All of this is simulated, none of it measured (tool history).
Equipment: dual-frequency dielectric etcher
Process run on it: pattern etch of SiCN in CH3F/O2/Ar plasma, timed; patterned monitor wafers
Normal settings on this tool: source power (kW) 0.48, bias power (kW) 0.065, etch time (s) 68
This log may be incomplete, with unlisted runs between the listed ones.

| run | hour | source power (kW) | bias power (kW) | etch time (s) | read-back reference wafer on the same gauge, depth_nm | mean etch depth across the wafer (angstrom) |
|---|---|---|---|---|---|---|
| 1 | 0 | 0.48 | 0.065 | 68 | 22.62 | 280.5 |
| 2 | 11.2 | 0.48 | 0.065 | 68 | 22.59 | 280.3 |
| 3 | 29 | 0.48 | 0.065 | 68 | 22.61 | 284.7 |
| 4 | 40 | 0.48 | 0.065 | 68 | 22.62 | 282.5 |
| 5 | 49 | 0.48 | 0.065 | 68 | 22.6 | 282.5 |
|  | 73.7 | wet clean of the chamber |
| 6 | 74.2 | 0.48 | 0.065 | 68 | 22.6 | 267.4 |
| 7 | 97.9 | 0.52 | 0.065 | 79 | 22.57 | 319.5 |
|  | 108.6 | source power generator calibrated |
| 8 | 114.7 | 0.52 | 0.065 | 79 | 22.59 | 318.8 |
| 9 | 126.6 | 0.43 | 0.065 | 85.5 | 22.6 | 330.3 |
|  | 136.6 | gauge calibrated |
|  | 158 | upper electrode replaced |
| 10 | 158.5 | 0.48 | 0.078 | 56.5 | 22.59 | 245.5 |
| 11 | 158.9 | 0.48 | 0.065 | 68 | 22.58 | 271 |
|  | 164.7 | bias power generator calibrated |
| 12 | 192.6 | 0.48 | 0.065 | 87.5 | 22.61 | 350.4 |
| 13 | 199.9 | 0.56 | 0.072 | 68 | 22.6 | 297.9 |
| 14 | 207.3 | 0.54 | 0.065 | 49.5 | 22.6 | 206.4 |
| 15 | 223.6 | 0.48 | 0.065 | 68 | 22.59 | 271.2 |
| 16 | 241.1 | 0.48 | 0.065 | 68 | 22.6 | 273.4 |

What if the next run were any one of these 4? Each begins from the tool's condition after run 16:
| A | 241.5 | 0.48 | 0.065 | 68 | ? | ? |
| B | 241.5 | 0.36 | 0.052 | 62.5 | ? | ? |
| C | 241.5 | 0.55 | 0.053 | 80.5 | ? | ? |
| D | 241.5 | 0.48 | 0.065 | 77.5 | ? | ? |

| run | read-back reference wafer on the same gauge, depth_nm | mean etch depth across the wafer (angstrom) |
|---|---|---|
| A | 22.59 | 271.4 |
| B | 22.59 | 210.8 |
| C | 22.59 | 305.8 |
| D | 22.59 | 309.4 |
What these runs would have given with no unlogged condition in the tool:
| run | mean etch depth across the wafer (angstrom) |
|---|---|
| A | 265.2 |
| B | 205.9 |
| C | 298.8 |
| D | 302.3 |
